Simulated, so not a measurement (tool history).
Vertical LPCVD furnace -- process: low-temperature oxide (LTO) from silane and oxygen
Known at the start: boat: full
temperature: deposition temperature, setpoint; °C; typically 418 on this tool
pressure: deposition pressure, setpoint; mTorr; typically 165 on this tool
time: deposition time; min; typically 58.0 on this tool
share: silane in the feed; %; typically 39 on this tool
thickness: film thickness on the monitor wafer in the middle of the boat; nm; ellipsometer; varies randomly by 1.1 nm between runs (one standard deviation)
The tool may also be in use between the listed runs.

run     day  temperature  pressure  time  share  read-back reference wafer on the same gauge, thickness  thickness
  1   0.000          418       165  58.0     39                                                  422.80     538.05
  2   0.529          418       165  58.0     39                                                  423.03     536.26
  3   1.654          418       165  58.0     39                                                  423.22     537.16
  4   2.817          418       165  58.0     39                                                  423.17     536.84
  5   4.167          418       165  58.0     39                                                  423.10     536.93
  6   5.642          418       165  58.0     39                                                  422.66     536.85
  7   6.946          418       165  58.0     39                                                  422.60     537.41
  8   8.204          418       165  58.0     39                                                  422.86     538.74
  9   8.383          418       165  58.0     39                                                  422.95     537.59
 10   9.108          418       165  58.0     39                                                  422.92     537.88
 11  10.088          418       165  47.0     39                                                  422.54     435.37
 12  10.879          418       165  58.0     39                                                  423.08     537.37
 13  11.708          418       165  47.0     39                                                  422.83     434.89
 14  12.421          418       165  58.0     43                                                  423.51     597.52
 15  13.683          427       165  58.0     34                                                  423.04     498.59
 16  14.417          414       130  35.5     45                                                  423.12     290.18
 17  15.750          418       165  73.5     32                                                  423.11     505.10
 18  15.929          418       165  58.0     39                                                  422.97     514.59
 19  16.762          418       165  66.5     39                                                  422.96     592.23
 20  18.204          418       165  47.0     39                                                  423.07     419.38
 21  18.888          418       165  58.0     39                                                  422.75     516.34
 22  19.596          418       165  58.0     39                                                  423.19     515.81
 23  20.942          418       165  45.0     39                                                  423.00     400.00
 24  22.292          418       165  58.0     39                                                  422.97     517.93
 25  22.867          418       165  58.0     39                                                  423.18     517.46
 26  24.350          418       165  58.0     32                                                  422.91     402.96
 27  25.433          418       165  74.0     36                                                  423.04     602.47
 28  26.408          418       165  64.5     33                                                  422.83     467.15
 29  27.450          418       150  58.0     39                                                  423.13     471.16
 30  28.558          418       205  58.0     39                                                  422.65     643.14

Taken out of this log: 5 entries between the listed runs. Where each belongs, and how the hidden state differs across it:
Run 5 -> run 6: gauge calibrated (day 5.483)
  the hidden state is the same at both runs
  difference, measured minus the result without the unlogged condition, thickness: +22.46 -> +22.49 nm
Run 6 -> run 7: silane flow controller replaced (day 6.925)
  true tube temperature minus thermocouple reading, K: 4.16 -> 4.17
  difference, measured minus the result without the unlogged condition, thickness: +22.49 -> +22.54 nm
Run 7 -> run 8: pressure gauge zeroed (day 8.183)
  the hidden state is the same at both runs
  difference, measured minus the result without the unlogged condition, thickness: +22.54 -> +22.63 nm
Run 16 -> run 17: thermocouples replaced and temperature profile calibrated (day 15.729)
  true tube temperature minus thermocouple reading, K: 4.2 -> 0.141
  difference, measured minus the result without the unlogged condition, thickness: +11.88 -> +0.77 nm
Run 27 -> run 28: gauge calibrated (day 25.983)
  true tube temperature minus thermocouple reading, K: 0.729 -> 0.784
  difference, measured minus the result without the unlogged condition, thickness: +4.64 -> +3.96 nm

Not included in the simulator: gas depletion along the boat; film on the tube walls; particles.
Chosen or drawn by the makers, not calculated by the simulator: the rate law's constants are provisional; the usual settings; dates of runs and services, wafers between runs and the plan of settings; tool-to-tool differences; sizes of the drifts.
